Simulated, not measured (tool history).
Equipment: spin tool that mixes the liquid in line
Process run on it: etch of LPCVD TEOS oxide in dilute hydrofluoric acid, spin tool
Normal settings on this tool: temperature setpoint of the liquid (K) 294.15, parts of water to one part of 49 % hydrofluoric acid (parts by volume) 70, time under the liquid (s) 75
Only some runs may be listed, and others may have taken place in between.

| run | day | temperature setpoint of the liquid (K) | parts of water to one part of 49 % hydrofluoric acid (parts by volume) | time under the liquid (s) | wafers since the last listed run | hours since the thermometer was replaced | hours since the hydrofluoric acid flow meter was replaced | hours since the gauge calibration | read-back film thickness of the LPCVD TEOS oxide reference wafer, read on the same gauge (nm) | thickness taken off the LPCVD TEOS oxide on a monitor wafer (angstrom) |
|---|---|---|---|---|---|---|---|---|---|---|
| 1 | 0.000 | 294.15 | 70 | 75 | 0 | 2649.2 | 424.6 | 426.7 | 80.02 | 501.2 |
| 2 | 0.612 | 294.15 | 70 | 75 | 120 | 2663.9 | 439.3 | 441.4 | 80.01 | 501.7 |
| 3 | 1.325 | 294.15 | 95 | 75 | 140 | 2681.0 | 456.4 | 458.5 | 79.97 | 358.6 |
| 4 | 2.033 | 294.15 | 95 | 75 | 139 | 2698.0 | 473.4 | 475.5 | 79.99 | 359.2 |
| 5 | 2.721 | 294.15 | 50 | 75 | 135 | 2714.5 | 489.9 | 492.0 | 79.99 | 723.0 |
|  | 2.750 | gauge calibrated |
| 6 | 3.025 | 294.15 | 50 | 75 | 59 | 2721.8 | 497.2 | 6.6 | 79.99 | 712.0 |
| 7 | 3.329 | 294.15 | 70 | 75 | 59 | 2729.1 | 504.5 | 13.9 | 80.00 | 502.6 |
|  | 3.400 | thermometer replaced |
| 8 | 3.804 | 294.15 | 70 | 75 | 85 | 9.7 | 515.9 | 25.3 | 79.99 | 504.2 |
| 9 | 4.346 | 294.15 | 70 | 75 | 106 | 22.7 | 528.9 | 38.3 | 80.01 | 503.7 |
| 10 | 4.692 | 294.15 | 70 | 75 | 68 | 31.0 | 537.2 | 46.6 | 80.00 | 506.1 |
| 11 | 4.946 | 294.15 | 70 | 75 | 50 | 37.1 | 543.3 | 52.7 | 80.00 | 504.5 |
| 12 | 5.238 | 294.15 | 90 | 105 | 57 | 44.1 | 550.3 | 59.7 | 80.01 | 532.9 |
| 13 | 5.542 | 294.15 | 70 | 75 | 59 | 51.4 | 557.6 | 67.0 | 79.98 | 507.3 |
| 14 | 5.938 | 294.15 | 70 | 90 | 77 | 60.9 | 567.1 | 76.5 | 80.00 | 606.9 |
| 15 | 6.688 | 294.15 | 70 | 75 | 147 | 78.9 | 585.1 | 94.5 | 80.00 | 513.3 |
| 16 | 7.071 | 291.15 | 70 | 75 | 75 | 88.1 | 594.3 | 103.7 | 80.00 | 447.8 |
| 17 | 7.542 | 294.15 | 70 | 75 | 92 | 99.4 | 605.6 | 115.0 | 80.00 | 509.3 |
| 18 | 8.133 | 294.15 | 70 | 75 | 116 | 113.6 | 619.8 | 129.2 | 79.98 | 513.3 |
| 19 | 8.854 | 297.65 | 60 | 60 | 141 | 130.9 | 637.1 | 146.5 | 79.97 | 556.4 |
| 20 | 9.183 | 294.15 | 70 | 75 | 64 | 138.8 | 645.0 | 154.4 | 80.01 | 505.7 |
| 21 | 9.604 | 294.15 | 80 | 60 | 82 | 148.9 | 655.1 | 164.5 | 80.01 | 351.8 |
| 22 | 10.088 | 294.15 | 70 | 40 | 95 | 160.5 | 666.7 | 176.1 | 80.02 | 270.9 |
|  | 10.325 | hydrofluoric acid flow meter replaced |
| 23 | 10.500 | 294.15 | 70 | 60 | 73 | 170.4 | 4.2 | 186.0 | 80.00 | 388.3 |
| 24 | 10.871 | 292.65 | 70 | 75 | 73 | 179.3 | 13.1 | 194.9 | 79.99 | 448.2 |
| 25 | 11.125 | 298.65 | 40 | 100 | 50 | 185.4 | 19.2 | 201.0 | 79.98 | 1415.9 |
| 26 | 11.858 | 299.15 | 85 | 105 | 144 | 203.0 | 36.8 | 218.6 | 80.00 | 661.9 |
| 27 | 12.362 | 297.15 | 80 | 90 | 99 | 215.1 | 48.9 | 230.7 | 80.00 | 569.6 |
| 28 | 12.842 | 294.15 | 70 | 75 | 94 | 226.6 | 60.4 | 242.2 | 79.98 | 483.8 |
| 29 | 13.517 | 292.15 | 105 | 105 | 132 | 242.8 | 76.6 | 258.4 | 80.01 | 400.8 |
| 30 | 13.971 | 294.15 | 45 | 115 | 89 | 253.7 | 87.5 | 269.3 | 79.99 | 1184.6 |
| 31 | 14.354 | 294.15 | 95 | 95 | 75 | 262.9 | 96.7 | 278.5 | 80.02 | 439.8 |
| 32 | 14.850 | 299.15 | 45 | 95 | 97 | 274.8 | 108.6 | 290.4 | 79.99 | 1216.7 |

Alternative continuations, all from the tool just after run 32; predict every row:
| A | 14.867 | 294.15 | 45 | 75 | 3 | 275.2 | 109.0 | 290.8 | ? | ? |
| B | 14.867 | 295.65 | 70 | 75 | 3 | 275.2 | 109.0 | 290.8 | ? | ? |
| C | 14.867 | 294.15 | 35 | 50 | 3 | 275.2 | 109.0 | 290.8 | ? | ? |
| D | 14.867 | 294.15 | 70 | 110 | 3 | 275.2 | 109.0 | 290.8 | ? | ? |
| E | 14.867 | 290.15 | 85 | 45 | 3 | 275.2 | 109.0 | 290.8 | ? | ? |

| run | read-back film thickness of the LPCVD TEOS oxide reference wafer, read on the same gauge (nm) | thickness taken off the LPCVD TEOS oxide on a monitor wafer (angstrom) |
|---|---|---|
| A | 80.01 | 776.7 |
| B | 80.01 | 515.6 |
| C | 80.01 | 674.1 |
| D | 80.01 | 710.7 |
| E | 80.01 | 199.0 |
Without the tool's hidden state the same runs would have given:
| run | thickness taken off the LPCVD TEOS oxide on a monitor wafer (angstrom) |
|---|---|
| A | 767.3 |
| B | 509.0 |
| C | 665.9 |
| D | 701.7 |
| E | 196.5 |
